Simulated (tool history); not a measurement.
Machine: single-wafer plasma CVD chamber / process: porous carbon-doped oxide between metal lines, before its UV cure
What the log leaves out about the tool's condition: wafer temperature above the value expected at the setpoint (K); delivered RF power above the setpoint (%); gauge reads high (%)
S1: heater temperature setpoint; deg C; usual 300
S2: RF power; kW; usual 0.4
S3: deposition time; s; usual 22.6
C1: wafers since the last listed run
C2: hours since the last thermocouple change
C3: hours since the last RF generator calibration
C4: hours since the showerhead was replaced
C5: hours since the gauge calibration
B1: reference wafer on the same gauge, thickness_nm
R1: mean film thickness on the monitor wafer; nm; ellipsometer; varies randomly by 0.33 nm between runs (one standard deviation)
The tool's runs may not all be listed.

run 1 hour=0 | S1=300 S2=0.4 S3=22.6 | C1=0 C2=912.2 C3=378.3 C4=3395.3 C5=899 | B1=97.681 | R1=95.66
run 2 hour=55.3 | S1=300 S2=0.4 S3=22.6 | C1=1024 C2=967.5 C3=433.6 C4=3450.6 C5=954.3 | B1=97.699 | R1=95.288
run 3 hour=96.7 | S1=300 S2=0.4 S3=22.6 | C1=766 C2=1008.9 C3=475 C4=3492 C5=995.7 | B1=97.63 | R1=95.263
run 4 hour=134.8 | S1=300 S2=0.4 S3=22.6 | C1=705 C2=1047 C3=513.1 C4=3530.1 C5=1033.8 | B1=97.859 | R1=95.249
run 5 hour=180.4 | S1=300 S2=0.4 S3=22.6 | C1=844 C2=1092.6 C3=558.7 C4=3575.7 C5=1079.4 | B1=97.764 | R1=95.763
run 6 hour=211.7 | S1=300 S2=0.4 S3=22.6 | C1=579 C2=1123.9 C3=590 C4=3607 C5=1110.7 | B1=97.722 | R1=95.354
run 7 hour=353.8 | S1=300 S2=0.4 S3=22.6 | C1=2632 C2=1266 C3=732.1 C4=3749.1 C5=1252.8 | B1=97.855 | R1=94.829
run 8 hour=412.5 | S1=300 S2=0.4 S3=22.6 | C1=1087 C2=1324.7 C3=790.8 C4=3807.8 C5=1311.5 | B1=97.775 | R1=94.741
run 9 hour=438.2 | S1=300 S2=0.4 S3=22.6 | C1=476 C2=1350.4 C3=816.5 C4=3833.5 C5=1337.2 | B1=97.673 | R1=94.618
run 10 hour=471.9 | S1=308 S2=0.4 S3=22.6 | C1=624 C2=1384.1 C3=850.2 C4=3867.2 C5=1370.9 | B1=97.741 | R1=90.571
run 11 hour=520.6 | S1=300 S2=0.4 S3=22.6 | C1=902 C2=1432.8 C3=898.9 C4=3915.9 C5=1419.6 | B1=97.716 | R1=95.044
run 12 hour=544.7 | S1=300 S2=0.4 S3=22.6 | C1=446 C2=1456.9 C3=923 C4=3940 C5=1443.7 | B1=97.677 | R1=94.288
-- hour=614.3 RF generator calibrated
run 13 hour=684 | S1=300 S2=0.4 S3=22.6 | C1=2432 C2=1596.2 C3=69.7 C4=4079.3 C5=1583 | B1=97.737 | R1=95.056
-- hour=686.7 gauge calibrated
run 14 hour=719.4 | S1=300 S2=0.4 S3=22.6 | C1=655 C2=1631.6 C3=105.1 C4=4114.7 C5=32.7 | B1=97.695 | R1=94.683
run 15 hour=756.8 | S1=300 S2=0.4 S3=22.6 | C1=692 C2=1669 C3=142.5 C4=4152.1 C5=70.1 | B1=97.688 | R1=93.619
run 16 hour=810.8 | S1=300 S2=0.4 S3=22.6 | C1=1000 C2=1723 C3=196.5 C4=4206.1 C5=124.1 | B1=97.677 | R1=93.742
run 17 hour=879.7 | S1=300 S2=0.355 S3=22.6 | C1=1276 C2=1791.9 C3=265.4 C4=4275 C5=193 | B1=97.722 | R1=87.071
run 18 hour=910.4 | S1=300 S2=0.345 S3=25.5 | C1=568 C2=1822.6 C3=296.1 C4=4305.7 C5=223.7 | B1=97.565 | R1=94.664
run 19 hour=967.7 | S1=286 S2=0.4 S3=20 | C1=1061 C2=1879.9 C3=353.4 C4=4363 C5=281 | B1=97.646 | R1=90.049
run 20 hour=1007.8 | S1=293 S2=0.47 S3=20.4 | C1=742 C2=1920 C3=393.5 C4=4403.1 C5=321.1 | B1=97.642 | R1=98.458
run 21 hour=1057.4 | S1=292 S2=0.435 S3=24.7 | C1=918 C2=1969.6 C3=443.1 C4=4452.7 C5=370.7 | B1=97.684 | R1=113.164
run 22 hour=1081.4 | S1=314 S2=0.45 S3=22.6 | C1=444 C2=1993.6 C3=467.1 C4=4476.7 C5=394.7 | B1=97.791 | R1=94.587
run 23 hour=1116 | S1=306 S2=0.4 S3=22.6 | C1=640 C2=2028.2 C3=501.7 C4=4511.3 C5=429.3 | B1=97.56 | R1=90.811
run 24 hour=1159 | S1=300 S2=0.4 S3=22.6 | C1=796 C2=2071.2 C3=544.7 C4=4554.3 C5=472.3 | B1=97.726 | R1=94.087
-- hour=1178.5 thermocouple changed; heater temperature recalibrated
-- hour=1185.1 showerhead replaced
run 25 hour=1223.2 | S1=300 S2=0.4 S3=22.6 | C1=919 C2=44.7 C3=608.9 C4=38.1 C5=536.5 | B1=97.567 | R1=97.145
run 26 hour=1280.4 | S1=300 S2=0.4 S3=26.7 | C1=1059 C2=101.9 C3=666.1 C4=95.3 C5=593.7 | B1=97.657 | R1=113.603
run 27 hour=1340.7 | S1=300 S2=0.335 S3=22.6 | C1=1117 C2=162.2 C3=726.4 C4=155.6 C5=654 | B1=97.564 | R1=85.344
run 28 hour=1383.6 | S1=308 S2=0.45 S3=23.8 | C1=794 C2=205.1 C3=769.3 C4=198.5 C5=696.9 | B1=97.673 | R1=104.961
run 29 hour=1431 | S1=300 S2=0.4 S3=22.6 | C1=878 C2=252.5 C3=816.7 C4=245.9 C5=744.3 | B1=97.604 | R1=96.765
run 30 hour=1495.9 | S1=289 S2=0.365 S3=20.6 | C1=1202 C2=317.4 C3=881.6 C4=310.8 C5=809.2 | B1=97.72 | R1=87.323

Hidden state or all else? Some run-to-run changes of R1, split into what the settings, what came in and random variation would give without the hidden state, and what is left for the hidden state (with any gauge scatter that isn't in both results):
Run 20 -> 21: S1 293 -> 292, S2 0.47 -> 0.435, S3 20.4 -> 24.7. R1 +14.706 nm: hidden state -0.54, all else +15.246.
Run 21 -> 22: S1 292 -> 314, S2 0.435 -> 0.45, S3 24.7 -> 22.6. R1 -18.577 nm: hidden state +0.858, all else -19.435.
Run 24 -> 25: thermocouple changed; heater temperature recalibrated, showerhead replaced. R1 +3.058 nm: hidden state +3.151, all else -0.093.
Run 26 -> 27: S2 0.4 -> 0.335, S3 26.7 -> 22.6. R1 -28.259 nm: hidden state -0.146, all else -28.113.
Run 27 -> 28: S1 300 -> 308, S2 0.335 -> 0.45, S3 22.6 -> 23.8. R1 +19.617 nm: hidden state -0.06, all else +19.677.
